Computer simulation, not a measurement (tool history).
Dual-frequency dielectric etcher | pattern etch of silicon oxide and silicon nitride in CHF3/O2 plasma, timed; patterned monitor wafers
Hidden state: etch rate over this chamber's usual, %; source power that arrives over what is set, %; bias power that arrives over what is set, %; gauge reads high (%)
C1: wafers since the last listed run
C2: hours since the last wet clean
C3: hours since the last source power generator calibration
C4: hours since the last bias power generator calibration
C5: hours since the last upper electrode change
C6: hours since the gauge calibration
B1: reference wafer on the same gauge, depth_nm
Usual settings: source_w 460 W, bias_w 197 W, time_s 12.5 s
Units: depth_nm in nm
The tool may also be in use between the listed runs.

Run 1, hour 0: usual settings but bias_w 209 W; C1 0; C2 405.6; C3 3919.6; C4 4323.7; C5 1729.4; C6 182.9; B1 17.31. Result: depth_nm 19.83 nm.
Run 2, hour 13.4: usual settings; C1 132; C2 419; C3 3933; C4 4337.1; C5 1742.8; C6 196.3; B1 17.3. Result: depth_nm 19.54 nm.
At hour 43.7: upper electrode replaced.
Run 3, hour 44.2: usual settings; C1 67; C2 449.8; C3 3963.8; C4 4367.9; C5 0.5; C6 227.1; B1 17.28. Result: depth_nm 19.51 nm.
Run 4, hour 44.5: usual settings; C1 2; C2 450.1; C3 3964.1; C4 4368.2; C5 0.8; C6 227.4; B1 17.29. Result: depth_nm 19.53 nm.
Run 5, hour 49.7: usual settings; C1 51; C2 455.3; C3 3969.3; C4 4373.4; C5 6; C6 232.6; B1 17.32. Result: depth_nm 19.58 nm.
Run 6, hour 67.7: usual settings but bias_w 159 W; C1 177; C2 473.3; C3 3987.3; C4 4391.4; C5 24; C6 250.6; B1 17.3. Result: depth_nm 18.03 nm.
Run 7, hour 82.5: usual settings but source_w 400 W, bias_w 235 W; C1 146; C2 488.1; C3 4002.1; C4 4406.2; C5 38.8; C6 265.4; B1 17.28. Result: depth_nm 19.68 nm.
Run 8, hour 95.6: usual settings but source_w 400 W, bias_w 235 W; C1 129; C2 501.2; C3 4015.2; C4 4419.3; C5 51.9; C6 278.5; B1 17.3. Result: depth_nm 19.77 nm.
Run 9, hour 112.3: usual settings but bias_w 163 W; C1 165; C2 517.9; C3 4031.9; C4 4436; C5 68.6; C6 295.2; B1 17.32. Result: depth_nm 18.35 nm.
Run 10, hour 125.4: usual settings but source_w 550 W, time_s 15 s; C1 129; C2 531; C3 4045; C4 4449.1; C5 81.7; C6 308.3; B1 17.3. Result: depth_nm 25.06 nm.
At hour 130.5: source power generator calibrated.
Run 11, hour 139.6: usual settings but source_w 500 W, bias_w 181 W, time_s 9.5 s; C1 100; C2 545.2; C3 9.1; C4 4463.3; C5 95.9; C6 322.5; B1 17.27. Result: depth_nm 14.84 nm.
Run 12, hour 147.8: usual settings but source_w 410 W, time_s 10.5 s; C1 81; C2 553.4; C3 17.3; C4 4471.5; C5 104.1; C6 330.7; B1 17.31. Result: depth_nm 15.7 nm.
Run 13, hour 156.8: usual settings; C1 88; C2 562.4; C3 26.3; C4 4480.5; C5 113.1; C6 339.7; B1 17.3. Result: depth_nm 19.61 nm.
At hour 165: bias power generator calibrated.
Run 14, hour 204: usual settings but source_w 540 W, bias_w 230 W, time_s 10.5 s; C1 426; C2 609.6; C3 73.5; C4 39; C5 160.3; C6 386.9; B1 17.3. Result: depth_nm 18.41 nm.
Run 15, hour 214.1: usual settings but source_w 360 W, bias_w 165 W, time_s 14 s; C1 99; C2 619.7; C3 83.6; C4 49.1; C5 170.4; C6 397; B1 17.3. Result: depth_nm 18.78 nm.
Run 16, hour 229.8: usual settings but bias_w 225 W, time_s 16 s; C1 155; C2 635.4; C3 99.3; C4 64.8; C5 186.1; C6 412.7; B1 17.31. Result: depth_nm 26.46 nm.
Run 17, hour 240.8: usual settings but source_w 410 W; C1 108; C2 646.4; C3 110.3; C4 75.8; C5 197.1; C6 423.7; B1 17.3. Result: depth_nm 18.74 nm.
At hour 252.5: gauge calibrated.
At hour 269.2: wet clean of the chamber.
Run 18, hour 269.7: usual settings but source_w 360 W, time_s 13.5 s; C1 48; C2 0.5; C3 139.2; C4 104.7; C5 226; C6 17.2; B1 17.31. Result: depth_nm 18.91 nm.
Run 19, hour 270: usual settings but bias_w 219 W; C1 2; C2 0.8; C3 139.5; C4 105; C5 226.3; C6 17.5; B1 17.28. Result: depth_nm 19.9 nm.
Run 20, hour 270.3: usual settings but source_w 580 W, bias_w 158 W; C1 2; C2 1.1; C3 139.8; C4 105.3; C5 226.6; C6 17.8; B1 17.31. Result: depth_nm 19.44 nm.
Run 21, hour 285.6: usual settings but source_w 370 W, time_s 9 s; C1 151; C2 16.4; C3 155.1; C4 120.6; C5 241.9; C6 33.1; B1 17.3. Result: depth_nm 12.65 nm.
Run 22, hour 299.8: usual settings but source_w 560 W, bias_w 179 W, time_s 9 s; C1 140; C2 30.6; C3 169.3; C4 134.8; C5 256.1; C6 47.3; B1 17.28. Result: depth_nm 14.42 nm.
Run 23, hour 307.3: usual settings but source_w 510 W, time_s 10 s; C1 74; C2 38.1; C3 176.8; C4 142.3; C5 263.6; C6 54.8; B1 17.31. Result: depth_nm 15.87 nm.
Run 24, hour 317.7: usual settings but source_w 390 W, bias_w 209 W; C1 102; C2 48.5; C3 187.2; C4 152.7; C5 274; C6 65.2; B1 17.28. Result: depth_nm 18.45 nm.
Run 25, hour 327.7: usual settings; C1 98; C2 58.5; C3 197.2; C4 162.7; C5 284; C6 75.2; B1 17.29. Result: depth_nm 19.05 nm.
Run 26, hour 352.2: usual settings but source_w 520 W; C1 242; C2 83; C3 221.7; C4 187.2; C5 308.5; C6 99.7; B1 17.29. Result: depth_nm 20.14 nm.
Run 27, hour 358.5: usual settings but source_w 380 W, bias_w 170 W, time_s 14.5 s; C1 62; C2 89.3; C3 228; C4 193.5; C5 314.8; C6 106; B1 17.3. Result: depth_nm 19.79 nm.
Run 28, hour 370.7: usual settings; C1 120; C2 101.5; C3 240.2; C4 205.7; C5 327; C6 118.2; B1 17.29. Result: depth_nm 19.18 nm.
Run 29, hour 382.9: usual settings but bias_w 159 W, time_s 13.5 s; C1 120; C2 113.7; C3 252.4; C4 217.9; C5 339.2; C6 130.4; B1 17.31. Result: depth_nm 19.39 nm.

Forecast each of these 5 alternatives for the next run:
Run A, hour 383.3: usual settings but bias_w 235 W; C1 3; C2 114.1; C3 252.8; C4 218.3; C5 339.6; C6 130.8; B1 ?. Result: depth_nm ?.
Run B, hour 383.3: usual settings but time_s 13.5 s; C1 3; C2 114.1; C3 252.8; C4 218.3; C5 339.6; C6 130.8; B1 ?. Result: depth_nm ?.
Run C, hour 383.3: usual settings but source_w 530 W, bias_w 185 W, time_s 11.5 s; C1 3; C2 114.1; C3 252.8; C4 218.3; C5 339.6; C6 130.8; B1 ?. Result: depth_nm ?.
Run D, hour 383.3: usual settings but bias_w 223 W, time_s 11 s; C1 3; C2 114.1; C3 252.8; C4 218.3; C5 339.6; C6 130.8; B1 ?. Result: depth_nm ?.
Run E, hour 383.3: usual settings but source_w 550 W, bias_w 219 W, time_s 14 s; C1 3; C2 114.1; C3 252.8; C4 218.3; C5 339.6; C6 130.8; B1 ?. Result: depth_nm ?.

run     B1  depth_nm
  A  17.29     20.29
  B  17.29     20.57
  C  17.29      18.1
  D  17.29     17.52
  E  17.29      23.7
Without the tool's hidden state the same runs would have given:
run  depth_nm
  A     20.23
  B     20.51
  C     18.05
  D     17.47
  E     23.63

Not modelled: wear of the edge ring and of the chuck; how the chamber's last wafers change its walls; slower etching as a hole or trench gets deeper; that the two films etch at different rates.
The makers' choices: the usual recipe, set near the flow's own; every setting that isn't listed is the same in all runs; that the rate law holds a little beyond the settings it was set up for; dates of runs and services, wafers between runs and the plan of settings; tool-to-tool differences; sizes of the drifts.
